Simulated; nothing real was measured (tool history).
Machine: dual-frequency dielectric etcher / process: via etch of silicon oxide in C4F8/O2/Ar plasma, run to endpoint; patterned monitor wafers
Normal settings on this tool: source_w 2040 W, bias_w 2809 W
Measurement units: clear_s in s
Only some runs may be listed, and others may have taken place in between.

run	hour	source_w	bias_w	wafers since the last listed run	hours since the last wet clean	hours since the last source power generator calibration	hours since the last bias power generator calibration	hours since the last upper electrode change	incoming incoming film thickness, nm	clear_s
1	0.0	2040	2809	0	188.6	5205.7	1541.0	2895.8	1284.5	223.8
2	9.7	2040	2809	59	198.3	5215.4	1550.7	2905.5	1297.7	226.1
3	18.1	2040	2809	51	206.7	5223.8	1559.1	2913.9	1305.0	228.0
4	34.1	2040	2809	97	222.7	5239.8	1575.1	2929.9	1310.0	229.0
5	50.4	2040	2809	99	239.0	5256.1	1591.4	2946.2	1295.9	227.3
6	57.1	2040	2809	40	245.7	5262.8	1598.1	2952.9	1298.5	227.6
7	66.7	2040	2809	58	255.3	5272.4	1607.7	2962.5	1294.7	227.9
8	76.0	1740	2809	56	264.6	5281.7	1617.0	2971.8	1311.4	237.0
9	90.4	1740	2809	87	279.0	5296.1	1631.4	2986.2	1298.0	234.9
10	106.4	1870	2809	97	295.0	5312.1	1647.4	3002.2	1294.6	233.7
11	112.8	1870	2809	39	301.4	5318.5	1653.8	3008.6	1302.5	233.8
12	163.7	2040	2809	310	352.3	5369.4	1704.7	3059.5	1310.7	233.1
# hour 172.8: source power generator calibrated
13	173.8	1740	2809	37	362.4	1.0	1714.8	3069.6	1301.4	238.4
# hour 182.5: bias power generator calibrated
14	188.9	2430	2402	67	377.5	16.1	6.4	3084.7	1310.9	235.1
15	221.8	1530	3031	200	410.4	49.0	39.3	3117.6	1305.6	240.6
16	231.7	2040	2809	60	420.3	58.9	49.2	3127.5	1306.2	232.9
# hour 261.3: wet clean of the chamber
# hour 270.2: upper electrode replaced
17	270.7	2040	2809	37	9.4	97.9	88.2	0.5	1295.1	220.4
18	271.2	2500	2549	3	9.9	98.4	88.7	1.0	1290.1	217.5
19	277.4	1740	2222	37	16.1	104.6	94.9	7.2	1300.3	248.8
20	284.2	2270	2329	41	22.9	111.4	101.7	14.0	1295.0	228.8
21	300.1	2430	3195	96	38.8	127.3	117.6	29.9	1298.1	205.1
22	311.0	2260	3280	66	49.7	138.2	128.5	40.8	1314.6	208.2
23	319.8	2320	2223	53	58.5	147.0	137.3	49.6	1301.5	234.3
24	337.5	2170	2588	107	76.2	164.7	155.0	67.3	1307.6	228.5
25	344.3	2040	2809	41	83.0	171.5	161.8	74.1	1306.2	223.4

5 ways to go on from here, each from the tool as it stands after run 25. What would each give?
A	344.8	2390	2809	3	83.5	172.0	162.3	74.6	1301.6	?
B	344.8	1910	2809	3	83.5	172.0	162.3	74.6	1301.6	?
C	344.8	2500	2421	3	83.5	172.0	162.3	74.6	1301.6	?
D	344.8	2040	2335	3	83.5	172.0	162.3	74.6	1301.6	?
E	344.8	2420	3419	3	83.5	172.0	162.3	74.6	1301.6	?

run	clear_s
A	215.8
B	226.7
C	224.0
D	237.3
E	201.6
Take away the tool's hidden state, keep each run's random variation, and the runs would have read:
run	clear_s
A	213.1
B	223.9
C	221.2
D	234.4
E	199.1
